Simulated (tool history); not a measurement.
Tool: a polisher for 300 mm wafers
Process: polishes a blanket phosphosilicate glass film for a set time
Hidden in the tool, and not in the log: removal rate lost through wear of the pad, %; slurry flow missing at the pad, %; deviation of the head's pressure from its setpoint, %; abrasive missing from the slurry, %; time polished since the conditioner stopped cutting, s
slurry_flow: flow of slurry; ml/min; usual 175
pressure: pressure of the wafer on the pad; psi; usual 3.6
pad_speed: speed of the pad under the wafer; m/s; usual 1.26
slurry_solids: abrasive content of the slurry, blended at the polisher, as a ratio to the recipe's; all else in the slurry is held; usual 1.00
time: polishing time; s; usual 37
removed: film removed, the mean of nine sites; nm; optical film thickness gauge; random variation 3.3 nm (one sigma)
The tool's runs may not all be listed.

run,day,slurry_flow,pressure,pad_speed,slurry_solids,time,wafers since the last listed run,wafers polished on this pad,hours since the slurry nozzle was cleaned,hours since the head pressure was calibrated,hours since the slurry blender was calibrated,hours since the conditioning disc was replaced,"incoming thickness of the incoming film, nm",removed
1,0.000,175,3.6,1.56,1.00,37,0,430,535.2,972.4,72.7,240.7,2679.7,543.0
2,0.608,175,3.6,1.56,1.00,37,107,537,549.8,987.0,87.3,255.3,2640.0,543.6
# day 0.742: slurry blender recalibrated
3,0.983,175,3.6,1.56,1.00,37,51,588,558.8,996.0,5.8,264.3,2641.6,568.4
4,2.675,195,3.6,1.12,1.00,37,298,886,599.4,1036.6,46.4,304.9,2673.8,421.2
5,3.292,195,3.6,1.12,1.00,37,108,995,614.2,1051.4,61.2,319.7,2655.4,423.4
# day 3.604: conditioning disc replaced and pad reconditioned
6,3.817,175,3.6,1.26,1.00,40,77,1073,626.8,1064.0,73.8,5.1,2675.4,488.5
7,4.254,175,3.6,1.26,1.00,40,77,1150,637.3,1074.5,84.3,15.6,2624.9,488.7
8,4.508,175,3.6,1.26,1.00,40,44,1195,643.4,1080.6,90.4,21.7,2692.1,483.2
# day 5.146: worn pad replaced by a new one
9,5.167,175,3.6,1.26,0.90,43,86,3,659.2,1096.4,106.2,37.5,2652.8,501.7
# day 5.346: slurry blender recalibrated
10,5.450,135,3.6,1.26,1.25,37,35,39,666.0,1103.2,2.5,44.3,2650.7,515.9
11,6.012,175,4.8,1.26,1.00,31,99,138,679.5,1116.7,16.0,57.8,2633.9,537.6
12,6.425,175,3.6,1.26,1.15,27,72,210,689.4,1126.6,25.9,67.7,2630.7,365.7
13,6.900,195,3.6,1.48,0.90,37,83,294,700.8,1138.0,37.3,79.1,2656.4,517.7
# day 7.104: head pressure recalibrated
# day 7.358: slurry nozzle cleaned
14,7.529,175,3.6,1.56,1.00,37,88,383,4.1,10.2,52.4,94.2,2625.9,548.9
15,8.154,175,3.6,1.26,1.00,37,110,493,19.1,25.2,67.4,109.2,2633.5,464.8
16,8.671,175,3.2,1.26,1.00,44,91,584,31.5,37.6,79.8,121.6,2645.1,491.1
17,9.267,175,3.6,1.26,0.85,37,104,689,45.8,51.9,94.1,135.9,2602.8,427.1

Forecast each of these 5 alternatives for the next run:
A,9.283,175,3.6,1.26,1.00,37,2,692,46.2,52.3,94.5,136.3,2648.2,?
B,9.283,175,3.6,1.26,1.00,45,2,692,46.2,52.3,94.5,136.3,2648.2,?
C,9.283,175,3.6,1.26,1.00,29,2,692,46.2,52.3,94.5,136.3,2648.2,?
D,9.283,140,4.2,1.54,1.00,28,2,692,46.2,52.3,94.5,136.3,2648.2,?
E,9.283,150,2.5,1.26,1.00,37,2,692,46.2,52.3,94.5,136.3,2648.2,?

run,removed
A,455.0
B,553.4
C,356.6
D,459.1
E,310.2
Without the tool's hidden state the same runs would have given:
run,removed
A,491.1
B,597.2
C,384.9
D,495.5
E,334.8

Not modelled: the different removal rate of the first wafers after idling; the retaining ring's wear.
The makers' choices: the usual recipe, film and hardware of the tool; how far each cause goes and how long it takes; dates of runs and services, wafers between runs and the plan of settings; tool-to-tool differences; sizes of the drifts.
